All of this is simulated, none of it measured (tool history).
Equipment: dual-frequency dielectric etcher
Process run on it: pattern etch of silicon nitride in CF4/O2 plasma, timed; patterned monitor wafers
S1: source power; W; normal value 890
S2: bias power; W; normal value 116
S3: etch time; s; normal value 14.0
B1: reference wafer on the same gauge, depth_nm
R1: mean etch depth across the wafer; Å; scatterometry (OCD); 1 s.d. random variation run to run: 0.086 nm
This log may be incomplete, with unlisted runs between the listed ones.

{"run": 1, "hour": 0.0, "S1": 890, "S2": 116, "S3": 14.0, "B1": 42.29, "R1": 393.7}
{"run": 2, "hour": 13.1, "S1": 890, "S2": 116, "S3": 14.0, "B1": 42.28, "R1": 393.6}
{"hour": 102.3, "done": "wet clean of the chamber"}
{"run": 3, "hour": 102.8, "S1": 890, "S2": 116, "S3": 14.0, "B1": 42.33, "R1": 386.8}
{"run": 4, "hour": 125.4, "S1": 890, "S2": 116, "S3": 14.0, "B1": 42.32, "R1": 385.8}
{"run": 5, "hour": 145.6, "S1": 890, "S2": 116, "S3": 14.0, "B1": 42.31, "R1": 387.2}
{"run": 6, "hour": 172.7, "S1": 890, "S2": 116, "S3": 14.0, "B1": 42.29, "R1": 384.6}
{"run": 7, "hour": 198.2, "S1": 890, "S2": 116, "S3": 14.0, "B1": 42.28, "R1": 384.9}
{"run": 8, "hour": 252.9, "S1": 890, "S2": 116, "S3": 14.0, "B1": 42.29, "R1": 384.0}
{"run": 9, "hour": 270.7, "S1": 890, "S2": 116, "S3": 14.0, "B1": 42.27, "R1": 383.5}
{"hour": 303.1, "done": "wet clean of the chamber, repeated, since the last time left the tool worse"}
{"hour": 306.0, "done": "upper electrode replaced"}
{"run": 10, "hour": 306.5, "S1": 890, "S2": 116, "S3": 14.0, "B1": 42.27, "R1": 402.0}
{"run": 11, "hour": 330.4, "S1": 890, "S2": 116, "S3": 11.5, "B1": 42.31, "R1": 328.5}
{"run": 12, "hour": 348.0, "S1": 890, "S2": 116, "S3": 14.0, "B1": 42.32, "R1": 398.8}
{"hour": 369.9, "done": "source power generator calibrated"}
{"hour": 375.8, "done": "bias power generator calibrated"}
{"run": 13, "hour": 376.3, "S1": 890, "S2": 116, "S3": 14.0, "B1": 42.3, "R1": 398.7}
{"run": 14, "hour": 392.3, "S1": 890, "S2": 94, "S3": 16.0, "B1": 42.3, "R1": 437.0}

Run 15 comes next. What will it give?
{"run": 15, "hour": 416.2, "S1": 710, "S2": 107, "S3": 10.5, "B1": "?", "R1": "?"}

For run 15 the tool returned B1 42.28, R1 230.0 Å.
Take away the tool's hidden state, keep the run-to-run variation as it was, and the same run would have given R1 230.5 Å.
